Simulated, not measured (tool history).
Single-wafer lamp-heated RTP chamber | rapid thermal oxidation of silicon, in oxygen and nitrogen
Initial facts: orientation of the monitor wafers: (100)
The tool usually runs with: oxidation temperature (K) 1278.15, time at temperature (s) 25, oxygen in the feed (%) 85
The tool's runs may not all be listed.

| run | hour | oxidation temperature (K) | time at temperature (s) | oxygen in the feed (%) | read-back reference wafer on the same gauge, thickness | oxide thickness on the monitor wafer (Å) |
|---|---|---|---|---|---|---|
| 1 | 0.0 | 1278.15 | 25 | 85 | 4.171 | 43.10 |
| 2 | 34.8 | 1278.15 | 25 | 85 | 4.167 | 43.22 |
| 3 | 66.9 | 1278.15 | 25 | 85 | 4.169 | 43.46 |
|  | 95.3 | pyrometer window cleaned and pyrometer calibrated |
| 4 | 96.3 | 1278.15 | 25 | 85 | 4.172 | 42.76 |
|  | 126.6 | gauge calibrated |
| 5 | 130.2 | 1278.15 | 25 | 85 | 4.171 | 42.84 |
| 6 | 142.9 | 1278.15 | 25 | 85 | 4.169 | 42.92 |
| 7 | 170.1 | 1295.15 | 25 | 85 | 4.168 | 48.16 |
| 8 | 194.6 | 1295.15 | 25 | 85 | 4.170 | 48.03 |
| 9 | 214.1 | 1278.15 | 33 | 85 | 4.168 | 47.97 |
| 10 | 246.0 | 1278.15 | 25 | 85 | 4.174 | 43.12 |
| 11 | 274.2 | 1278.15 | 25 | 85 | 4.170 | 43.18 |
| 12 | 289.6 | 1278.15 | 25 | 85 | 4.172 | 43.15 |
| 13 | 305.2 | 1278.15 | 25 | 85 | 4.173 | 43.30 |
|  | 360.1 | pyrometer window cleaned and pyrometer calibrated |
| 14 | 360.6 | 1278.15 | 25 | 85 | 4.171 | 42.70 |
| 15 | 387.6 | 1278.15 | 25 | 85 | 4.168 | 42.82 |
|  | 427.8 | oxygen flow controller replaced |
| 16 | 428.3 | 1255.15 | 25 | 85 | 4.169 | 36.98 |
| 17 | 449.3 | 1269.15 | 31 | 72 | 4.171 | 41.86 |
| 18 | 467.4 | 1278.15 | 25 | 85 | 4.170 | 43.05 |

Run 19 has not been measured yet. What should we expect?
| 19 | 500.6 | 1278.15 | 25 | 85 | ? | ? |

{"run 19": {"read-back reference wafer on the same gauge, thickness": 4.169, "oxide thickness on the monitor wafer (Å)": 43.09}}
If the tool had no hidden condition, the same run with the same run-to-run variation would have returned oxide thickness on the monitor wafer (Å) 42.72.

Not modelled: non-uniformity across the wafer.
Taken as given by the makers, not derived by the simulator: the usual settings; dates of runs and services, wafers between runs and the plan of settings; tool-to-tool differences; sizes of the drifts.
